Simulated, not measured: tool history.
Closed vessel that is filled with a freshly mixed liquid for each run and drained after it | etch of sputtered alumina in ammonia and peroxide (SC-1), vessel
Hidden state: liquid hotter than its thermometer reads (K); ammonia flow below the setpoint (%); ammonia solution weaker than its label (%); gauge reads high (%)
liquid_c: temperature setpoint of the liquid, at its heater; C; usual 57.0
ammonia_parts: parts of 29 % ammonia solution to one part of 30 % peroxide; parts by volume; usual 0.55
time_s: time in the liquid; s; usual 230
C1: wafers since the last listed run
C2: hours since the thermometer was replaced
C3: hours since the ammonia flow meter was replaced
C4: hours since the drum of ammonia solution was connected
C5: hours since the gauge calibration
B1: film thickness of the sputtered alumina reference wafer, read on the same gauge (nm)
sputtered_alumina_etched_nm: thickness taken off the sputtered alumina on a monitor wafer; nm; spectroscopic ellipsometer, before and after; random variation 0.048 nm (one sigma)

{"run": 1, "day": 0.0, "liquid_c": 57.0, "ammonia_parts": 0.55, "time_s": 230, "C1": 0, "C2": 725.7, "C3": 1189.9, "C4": 139.8, "C5": 185.6, "B1": 110.01, "sputtered_alumina_etched_nm": 8.92}
{"run": 2, "day": 4.025, "liquid_c": 57.0, "ammonia_parts": 0.55, "time_s": 230, "C1": 11476, "C2": 822.3, "C3": 1286.5, "C4": 236.4, "C5": 282.2, "B1": 109.98, "sputtered_alumina_etched_nm": 9.05}
{"day": 6.317, "done": "new drum of ammonia solution connected"}
{"run": 3, "day": 7.538, "liquid_c": 57.0, "ammonia_parts": 0.55, "time_s": 230, "C1": 9896, "C2": 906.6, "C3": 1370.8, "C4": 29.3, "C5": 366.5, "B1": 109.99, "sputtered_alumina_etched_nm": 9.05}
{"run": 4, "day": 11.204, "liquid_c": 57.0, "ammonia_parts": 0.55, "time_s": 230, "C1": 10455, "C2": 994.6, "C3": 1458.8, "C4": 117.3, "C5": 454.5, "B1": 110.01, "sputtered_alumina_etched_nm": 9.15}
{"run": 5, "day": 15.304, "liquid_c": 57.0, "ammonia_parts": 0.55, "time_s": 230, "C1": 11690, "C2": 1093.0, "C3": 1557.2, "C4": 215.7, "C5": 552.9, "B1": 109.98, "sputtered_alumina_etched_nm": 9.17}
{"run": 6, "day": 19.267, "liquid_c": 57.0, "ammonia_parts": 0.55, "time_s": 230, "C1": 11298, "C2": 1188.1, "C3": 1652.3, "C4": 310.8, "C5": 648.0, "B1": 110.02, "sputtered_alumina_etched_nm": 9.17}
{"day": 20.158, "done": "new drum of ammonia solution connected"}
{"day": 22.029, "done": "thermometer replaced"}
{"run": 7, "day": 23.579, "liquid_c": 57.0, "ammonia_parts": 0.55, "time_s": 230, "C1": 12059, "C2": 37.2, "C3": 1755.8, "C4": 82.1, "C5": 751.5, "B1": 109.98, "sputtered_alumina_etched_nm": 9.8}
{"run": 8, "day": 25.458, "liquid_c": 57.0, "ammonia_parts": 0.55, "time_s": 230, "C1": 5358, "C2": 82.3, "C3": 1800.9, "C4": 127.2, "C5": 796.6, "B1": 109.99, "sputtered_alumina_etched_nm": 9.93}
{"run": 9, "day": 28.062, "liquid_c": 57.0, "ammonia_parts": 0.55, "time_s": 230, "C1": 7425, "C2": 144.8, "C3": 1863.4, "C4": 189.7, "C5": 859.1, "B1": 110.01, "sputtered_alumina_etched_nm": 9.91}
{"run": 10, "day": 30.742, "liquid_c": 57.0, "ammonia_parts": 0.65, "time_s": 230, "C1": 7639, "C2": 209.1, "C3": 1927.7, "C4": 254.0, "C5": 923.4, "B1": 110.04, "sputtered_alumina_etched_nm": 10.07}
{"run": 11, "day": 32.538, "liquid_c": 57.0, "ammonia_parts": 0.55, "time_s": 230, "C1": 5120, "C2": 252.2, "C3": 1970.8, "C4": 297.1, "C5": 966.5, "B1": 109.95, "sputtered_alumina_etched_nm": 10.01}
{"day": 33.658, "done": "new drum of ammonia solution connected"}
{"run": 12, "day": 34.983, "liquid_c": 57.0, "ammonia_parts": 0.45, "time_s": 180, "C1": 6855, "C2": 310.9, "C3": 2029.5, "C4": 31.8, "C5": 1025.2, "B1": 109.98, "sputtered_alumina_etched_nm": 7.72}
{"day": 35.321, "done": "thermometer replaced, repeated, since the last time left the tool worse"}
{"day": 35.954, "done": "gauge calibrated"}
{"run": 13, "day": 38.688, "liquid_c": 49.0, "ammonia_parts": 0.65, "time_s": 125, "C1": 10443, "C2": 80.8, "C3": 2118.4, "C4": 120.7, "C5": 65.6, "B1": 109.99, "sputtered_alumina_etched_nm": 3.13}
{"run": 14, "day": 40.379, "liquid_c": 51.5, "ammonia_parts": 0.75, "time_s": 230, "C1": 4823, "C2": 121.4, "C3": 2159.0, "C4": 161.3, "C5": 106.2, "B1": 110.01, "sputtered_alumina_etched_nm": 6.68}
{"day": 41.775, "done": "ammonia flow meter replaced"}
{"run": 15, "day": 42.221, "liquid_c": 57.0, "ammonia_parts": 0.55, "time_s": 230, "C1": 5132, "C2": 165.6, "C3": 10.7, "C4": 205.5, "C5": 150.4, "B1": 110.0, "sputtered_alumina_etched_nm": 8.77}
{"run": 16, "day": 46.054, "liquid_c": 57.0, "ammonia_parts": 0.4, "time_s": 150, "C1": 10930, "C2": 257.6, "C3": 102.7, "C4": 297.5, "C5": 242.4, "B1": 110.0, "sputtered_alumina_etched_nm": 5.56}
{"day": 48.25, "done": "new drum of ammonia solution connected"}
{"run": 17, "day": 49.546, "liquid_c": 52.0, "ammonia_parts": 0.3, "time_s": 230, "C1": 9837, "C2": 341.4, "C3": 186.5, "C4": 31.1, "C5": 326.2, "B1": 110.03, "sputtered_alumina_etched_nm": 6.34}
{"run": 18, "day": 51.104, "liquid_c": 57.0, "ammonia_parts": 0.55, "time_s": 230, "C1": 4443, "C2": 378.8, "C3": 223.9, "C4": 68.5, "C5": 363.6, "B1": 110.01, "sputtered_alumina_etched_nm": 8.87}
{"run": 19, "day": 54.079, "liquid_c": 64.5, "ammonia_parts": 0.55, "time_s": 150, "C1": 8482, "C2": 450.2, "C3": 295.3, "C4": 139.9, "C5": 435.0, "B1": 109.99, "sputtered_alumina_etched_nm": 8.48}
{"run": 20, "day": 57.854, "liquid_c": 65.0, "ammonia_parts": 0.55, "time_s": 230, "C1": 10764, "C2": 540.8, "C3": 385.9, "C4": 230.5, "C5": 525.6, "B1": 110.0, "sputtered_alumina_etched_nm": 13.3}
{"run": 21, "day": 61.433, "liquid_c": 65.0, "ammonia_parts": 0.55, "time_s": 230, "C1": 10205, "C2": 626.7, "C3": 471.8, "C4": 316.4, "C5": 611.5, "B1": 110.02, "sputtered_alumina_etched_nm": 13.34}
{"day": 63.038, "done": "new drum of ammonia solution connected"}
{"run": 22, "day": 64.946, "liquid_c": 57.0, "ammonia_parts": 0.55, "time_s": 230, "C1": 9896, "C2": 711.0, "C3": 556.1, "C4": 45.8, "C5": 695.8, "B1": 110.01, "sputtered_alumina_etched_nm": 8.97}

Forecast each of these 3 alternatives for the next run:
{"run": "A", "day": 64.975, "liquid_c": 60.0, "ammonia_parts": 0.55, "time_s": 230, "C1": 83, "C2": 711.7, "C3": 556.8, "C4": 46.5, "C5": 696.5, "B1": "?", "sputtered_alumina_etched_nm": "?"}
{"run": "B", "day": 64.975, "liquid_c": 57.0, "ammonia_parts": 0.8, "time_s": 230, "C1": 83, "C2": 711.7, "C3": 556.8, "C4": 46.5, "C5": 696.5, "B1": "?", "sputtered_alumina_etched_nm": "?"}
{"run": "C", "day": 64.975, "liquid_c": 57.0, "ammonia_parts": 0.75, "time_s": 345, "C1": 83, "C2": 711.7, "C3": 556.8, "C4": 46.5, "C5": 696.5, "B1": "?", "sputtered_alumina_etched_nm": "?"}

run=A B1=110.00 sputtered_alumina_etched_nm=10.51
run=B B1=110.00 sputtered_alumina_etched_nm=9.33
run=C B1=110.00 sputtered_alumina_etched_nm=13.91
Without the tool's hidden state the same runs would have given:
run=A sputtered_alumina_etched_nm=9.99
run=B sputtered_alumina_etched_nm=8.86
run=C sputtered_alumina_etched_nm=13.20
